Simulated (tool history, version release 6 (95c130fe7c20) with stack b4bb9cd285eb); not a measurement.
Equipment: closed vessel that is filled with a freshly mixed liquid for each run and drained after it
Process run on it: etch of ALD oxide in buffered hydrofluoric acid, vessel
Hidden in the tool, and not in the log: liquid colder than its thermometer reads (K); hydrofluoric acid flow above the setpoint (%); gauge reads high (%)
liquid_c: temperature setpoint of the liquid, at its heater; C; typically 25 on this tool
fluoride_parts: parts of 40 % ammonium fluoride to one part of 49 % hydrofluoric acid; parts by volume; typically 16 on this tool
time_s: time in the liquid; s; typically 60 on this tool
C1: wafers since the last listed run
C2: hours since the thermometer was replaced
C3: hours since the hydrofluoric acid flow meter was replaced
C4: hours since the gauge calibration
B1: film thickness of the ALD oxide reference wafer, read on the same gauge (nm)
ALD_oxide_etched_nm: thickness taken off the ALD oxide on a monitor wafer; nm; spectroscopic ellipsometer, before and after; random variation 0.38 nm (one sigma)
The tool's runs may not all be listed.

run 1 hour=0 | liquid_c=25 fluoride_parts=12.5 time_s=60 | C1=0 C2=1176 C3=906 C4=1335.7 | B1=59.97 | ALD_oxide_etched_nm=62.02
run 2 hour=63.1 | liquid_c=28.5 fluoride_parts=16 time_s=60 | C1=6837 C2=1239.1 C3=969.1 C4=1398.8 | B1=60.03 | ALD_oxide_etched_nm=58.58
-- hour=67.4 gauge calibrated
run 3 hour=115.6 | liquid_c=28.5 fluoride_parts=16 time_s=85 | C1=5689 C2=1291.6 C3=1021.6 C4=48.2 | B1=60.04 | ALD_oxide_etched_nm=81.52
run 4 hour=152.5 | liquid_c=25 fluoride_parts=19 time_s=50 | C1=3998 C2=1328.5 C3=1058.5 C4=85.1 | B1=59.99 | ALD_oxide_etched_nm=34.32
run 5 hour=212.8 | liquid_c=25 fluoride_parts=19 time_s=50 | C1=6534 C2=1388.8 C3=1118.8 C4=145.4 | B1=59.96 | ALD_oxide_etched_nm=33.96
run 6 hour=278 | liquid_c=25 fluoride_parts=18 time_s=60 | C1=7065 C2=1454 C3=1184 C4=210.6 | B1=60.01 | ALD_oxide_etched_nm=42.45
run 7 hour=311.8 | liquid_c=25 fluoride_parts=18 time_s=60 | C1=3662 C2=1487.8 C3=1217.8 C4=244.4 | B1=60.02 | ALD_oxide_etched_nm=42.78
run 8 hour=356.8 | liquid_c=25 fluoride_parts=16 time_s=60 | C1=4876 C2=1532.8 C3=1262.8 C4=289.4 | B1=60.01 | ALD_oxide_etched_nm=48.33
run 9 hour=396.8 | liquid_c=25 fluoride_parts=18.5 time_s=60 | C1=4334 C2=1572.8 C3=1302.8 C4=329.4 | B1=59.98 | ALD_oxide_etched_nm=42
run 10 hour=457.3 | liquid_c=25 fluoride_parts=18.5 time_s=60 | C1=6556 C2=1633.3 C3=1363.3 C4=389.9 | B1=60.01 | ALD_oxide_etched_nm=41.74
-- hour=487.3 thermometer replaced
run 11 hour=554.5 | liquid_c=25 fluoride_parts=16 time_s=60 | C1=10424 C2=67.2 C3=1460.5 C4=487.1 | B1=60.01 | ALD_oxide_etched_nm=51.52
run 12 hour=610.7 | liquid_c=25 fluoride_parts=16 time_s=60 | C1=6090 C2=123.4 C3=1516.7 C4=543.3 | B1=59.95 | ALD_oxide_etched_nm=50.93
run 13 hour=682.2 | liquid_c=25 fluoride_parts=16 time_s=60 | C1=7748 C2=194.9 C3=1588.2 C4=614.8 | B1=60.01 | ALD_oxide_etched_nm=51.41
run 14 hour=706.8 | liquid_c=25 fluoride_parts=13 time_s=60 | C1=2665 C2=219.5 C3=1612.8 C4=639.4 | B1=60 | ALD_oxide_etched_nm=62.22
run 15 hour=750.9 | liquid_c=25 fluoride_parts=16 time_s=60 | C1=4778 C2=263.6 C3=1656.9 C4=683.5 | B1=60.01 | ALD_oxide_etched_nm=50.84
run 16 hour=816.5 | liquid_c=28.5 fluoride_parts=19.5 time_s=60 | C1=7108 C2=329.2 C3=1722.5 C4=749.1 | B1=59.97 | ALD_oxide_etched_nm=50.27
run 17 hour=868.8 | liquid_c=22.5 fluoride_parts=22 time_s=90 | C1=5667 C2=381.5 C3=1774.8 C4=801.4 | B1=60.02 | ALD_oxide_etched_nm=49.07
run 18 hour=917.7 | liquid_c=26.5 fluoride_parts=21 time_s=45 | C1=5299 C2=430.4 C3=1823.7 C4=850.3 | B1=60.02 | ALD_oxide_etched_nm=31.63
run 19 hour=987 | liquid_c=25 fluoride_parts=21.5 time_s=85 | C1=7509 C2=499.7 C3=1893 C4=919.6 | B1=59.98 | ALD_oxide_etched_nm=53.95
run 20 hour=1017.1 | liquid_c=25 fluoride_parts=16 time_s=60 | C1=3261 C2=529.8 C3=1923.1 C4=949.7 | B1=60.02 | ALD_oxide_etched_nm=50.16
-- hour=1058.1 hydrofluoric acid flow meter replaced
run 21 hour=1067.7 | liquid_c=22 fluoride_parts=9.5 time_s=50 | C1=5374 C2=580.4 C3=9.6 C4=1000.3 | B1=59.98 | ALD_oxide_etched_nm=54.92
run 22 hour=1112.9 | liquid_c=27 fluoride_parts=21 time_s=50 | C1=4898 C2=625.6 C3=54.8 C4=1045.5 | B1=60 | ALD_oxide_etched_nm=34.43
run 23 hour=1174.7 | liquid_c=22.5 fluoride_parts=13.5 time_s=80 | C1=6696 C2=687.4 C3=116.6 C4=1107.3 | B1=60.01 | ALD_oxide_etched_nm=65.72
run 24 hour=1238.8 | liquid_c=25 fluoride_parts=20.5 time_s=95 | C1=6946 C2=751.5 C3=180.7 C4=1171.4 | B1=59.98 | ALD_oxide_etched_nm=59.08
-- hour=1242.6 gauge calibrated
run 25 hour=1293.3 | liquid_c=20.5 fluoride_parts=16 time_s=60 | C1=5905 C2=806 C3=235.2 C4=50.7 | B1=60.04 | ALD_oxide_etched_nm=37.38
run 26 hour=1348.9 | liquid_c=25 fluoride_parts=16 time_s=90 | C1=6025 C2=861.6 C3=290.8 C4=106.3 | B1=60.01 | ALD_oxide_etched_nm=72.56
run 27 hour=1416.3 | liquid_c=29.5 fluoride_parts=16 time_s=60 | C1=7303 C2=929 C3=358.2 C4=173.7 | B1=60 | ALD_oxide_etched_nm=60.72
run 28 hour=1569.3 | liquid_c=20.5 fluoride_parts=13 time_s=60 | C1=16579 C2=1082 C3=511.2 C4=326.7 | B1=60.03 | ALD_oxide_etched_nm=45.57
run 29 hour=1626.9 | liquid_c=25 fluoride_parts=16 time_s=60 | C1=6241 C2=1139.6 C3=568.8 C4=384.3 | B1=60.03 | ALD_oxide_etched_nm=47.55
run 30 hour=1693.7 | liquid_c=22.5 fluoride_parts=21 time_s=60 | C1=7238 C2=1206.4 C3=635.6 C4=451.1 | B1=59.99 | ALD_oxide_etched_nm=31.92
run 31 hour=1738.9 | liquid_c=28 fluoride_parts=11 time_s=60 | C1=4898 C2=1251.6 C3=680.8 C4=496.3 | B1=60 | ALD_oxide_etched_nm=79.91
run 32 hour=1791.7 | liquid_c=25 fluoride_parts=16 time_s=60 | C1=5721 C2=1304.4 C3=733.6 C4=549.1 | B1=60.03 | ALD_oxide_etched_nm=47.3
run 33 hour=1859.6 | liquid_c=30 fluoride_parts=16 time_s=60 | C1=7357 C2=1372.3 C3=801.5 C4=617 | B1=59.98 | ALD_oxide_etched_nm=61.8
run 34 hour=1896.1 | liquid_c=22.5 fluoride_parts=16 time_s=95 | C1=3955 C2=1408.8 C3=838 C4=653.5 | B1=60.01 | ALD_oxide_etched_nm=65.4

Hidden state or all else? Some run-to-run changes of ALD_oxide_etched_nm, split into what the settings, what came in and random variation would give without the hidden state, and what is left for the hidden state (with any gauge scatter that isn't in both results):
Run 3 -> 4: liquid_c 28.5 -> 25, fluoride_parts 16 -> 19, time_s 85 -> 50. ALD_oxide_etched_nm -47.2 nm: hidden state +1.38, all else -48.58.
Run 10 -> 11: fluoride_parts 18.5 -> 16, thermometer replaced. ALD_oxide_etched_nm +9.78 nm: hidden state +2.76, all else +7.02.
Run 20 -> 21: liquid_c 25 -> 22, fluoride_parts 16 -> 9.5, time_s 60 -> 50, hydrofluoric acid flow meter replaced. ALD_oxide_etched_nm +4.76 nm: hidden state -3.29, all else +8.05.
Run 25 -> 26: liquid_c 20.5 -> 25, time_s 60 -> 90. ALD_oxide_etched_nm +35.18 nm: hidden state -1.78, all else +36.96.
Run 30 -> 31: liquid_c 22.5 -> 28, fluoride_parts 21 -> 11. ALD_oxide_etched_nm +47.99 nm: hidden state -2.47, all else +50.46.

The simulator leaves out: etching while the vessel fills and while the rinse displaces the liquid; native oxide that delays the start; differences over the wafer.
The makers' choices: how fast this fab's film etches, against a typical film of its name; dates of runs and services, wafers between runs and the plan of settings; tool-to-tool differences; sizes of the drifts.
